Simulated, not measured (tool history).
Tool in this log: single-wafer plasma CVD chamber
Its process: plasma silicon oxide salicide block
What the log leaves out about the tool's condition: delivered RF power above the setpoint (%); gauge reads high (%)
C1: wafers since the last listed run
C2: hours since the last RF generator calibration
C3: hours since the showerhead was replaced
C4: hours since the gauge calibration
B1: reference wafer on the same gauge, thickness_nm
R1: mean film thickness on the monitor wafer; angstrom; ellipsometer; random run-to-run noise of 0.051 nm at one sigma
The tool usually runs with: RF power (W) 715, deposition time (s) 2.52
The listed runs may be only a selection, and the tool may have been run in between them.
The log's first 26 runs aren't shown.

{"run": 27, "hour": 363.3, "RF power (W)": 825, "deposition time (s)": 2.95, "C1": 571, "C2": 1506.7, "C3": 202.5, "C4": 35.7, "B1": 30.904, "R1": 339.68}
{"run": 28, "hour": 371.4, "RF power (W)": 655, "deposition time (s)": 2.68, "C1": 143, "C2": 1514.8, "C3": 210.6, "C4": 43.8, "B1": 30.916, "R1": 289.82}
{"run": 29, "hour": 381.5, "RF power (W)": 575, "deposition time (s)": 2.16, "C1": 178, "C2": 1524.9, "C3": 220.7, "C4": 53.9, "B1": 30.899, "R1": 226.46}
{"run": 30, "hour": 396.9, "RF power (W)": 755, "deposition time (s)": 2.83, "C1": 272, "C2": 1540.3, "C3": 236.1, "C4": 69.3, "B1": 30.909, "R1": 317.65}
{"run": 31, "hour": 406.8, "RF power (W)": 670, "deposition time (s)": 2.52, "C1": 175, "C2": 1550.2, "C3": 246, "C4": 79.2, "B1": 30.905, "R1": 274.32}
{"run": 32, "hour": 424.2, "RF power (W)": 715, "deposition time (s)": 2.52, "C1": 307, "C2": 1567.6, "C3": 263.4, "C4": 96.6, "B1": 30.904, "R1": 279.08}
{"hour": 442.1, "done": "RF generator calibrated"}
{"run": 33, "hour": 442.6, "RF power (W)": 810, "deposition time (s)": 2.66, "C1": 183, "C2": 0.5, "C3": 281.8, "C4": 115, "B1": 30.886, "R1": 309.56}
{"run": 34, "hour": 458.9, "RF power (W)": 715, "deposition time (s)": 2.52, "C1": 288, "C2": 16.8, "C3": 298.1, "C4": 131.3, "B1": 30.902, "R1": 284.46}
{"run": 35, "hour": 467.0, "RF power (W)": 815, "deposition time (s)": 2.66, "C1": 143, "C2": 24.9, "C3": 306.2, "C4": 139.4, "B1": 30.881, "R1": 309.47}
{"run": 36, "hour": 478.0, "RF power (W)": 715, "deposition time (s)": 2.52, "C1": 194, "C2": 35.9, "C3": 317.2, "C4": 150.4, "B1": 30.908, "R1": 284.61}
{"run": 37, "hour": 490.9, "RF power (W)": 820, "deposition time (s)": 2.35, "C1": 228, "C2": 48.8, "C3": 330.1, "C4": 163.3, "B1": 30.897, "R1": 274.68}
{"run": 38, "hour": 507.8, "RF power (W)": 585, "deposition time (s)": 2.36, "C1": 298, "C2": 65.7, "C3": 347, "C4": 180.2, "B1": 30.899, "R1": 252.2}
{"run": 39, "hour": 516.0, "RF power (W)": 755, "deposition time (s)": 2.66, "C1": 145, "C2": 73.9, "C3": 355.2, "C4": 188.4, "B1": 30.914, "R1": 304.21}
{"run": 40, "hour": 529.1, "RF power (W)": 665, "deposition time (s)": 2.17, "C1": 231, "C2": 87, "C3": 368.3, "C4": 201.5, "B1": 30.887, "R1": 240.51}
{"run": 41, "hour": 544.7, "RF power (W)": 850, "deposition time (s)": 2.52, "C1": 275, "C2": 102.6, "C3": 383.9, "C4": 217.1, "B1": 30.895, "R1": 297.51}
{"run": 42, "hour": 552.7, "RF power (W)": 715, "deposition time (s)": 2.52, "C1": 141, "C2": 110.6, "C3": 391.9, "C4": 225.1, "B1": 30.892, "R1": 283.62}
{"run": 43, "hour": 565.7, "RF power (W)": 800, "deposition time (s)": 2.73, "C1": 229, "C2": 123.6, "C3": 404.9, "C4": 238.1, "B1": 30.906, "R1": 316.29}
{"run": 44, "hour": 580.1, "RF power (W)": 810, "deposition time (s)": 2.2, "C1": 254, "C2": 138, "C3": 419.3, "C4": 252.5, "B1": 30.914, "R1": 256.64}
{"run": 45, "hour": 590.9, "RF power (W)": 715, "deposition time (s)": 2.52, "C1": 191, "C2": 148.8, "C3": 430.1, "C4": 263.3, "B1": 30.902, "R1": 283.62}

3 options for the next run, each taken on its own from the tool as it stands now. Forecast them:
{"run": "A", "hour": 591.3, "RF power (W)": 715, "deposition time (s)": 2.52, "C1": 7, "C2": 149.2, "C3": 430.5, "C4": 263.7, "B1": "?", "R1": "?"}
{"run": "B", "hour": 591.3, "RF power (W)": 750, "deposition time (s)": 2.52, "C1": 7, "C2": 149.2, "C3": 430.5, "C4": 263.7, "B1": "?", "R1": "?"}
{"run": "C", "hour": 591.3, "RF power (W)": 590, "deposition time (s)": 2.52, "C1": 7, "C2": 149.2, "C3": 430.5, "C4": 263.7, "B1": "?", "R1": "?"}

run=A B1=30.927 R1=283.48
run=B B1=30.927 R1=287.17
run=C B1=30.927 R1=269.26
The same runs, with their run-to-run variation unchanged, on a tool lacking any hidden condition would have given:
run=A R1=284.12
run=B R1=287.82
run=C R1=269.87

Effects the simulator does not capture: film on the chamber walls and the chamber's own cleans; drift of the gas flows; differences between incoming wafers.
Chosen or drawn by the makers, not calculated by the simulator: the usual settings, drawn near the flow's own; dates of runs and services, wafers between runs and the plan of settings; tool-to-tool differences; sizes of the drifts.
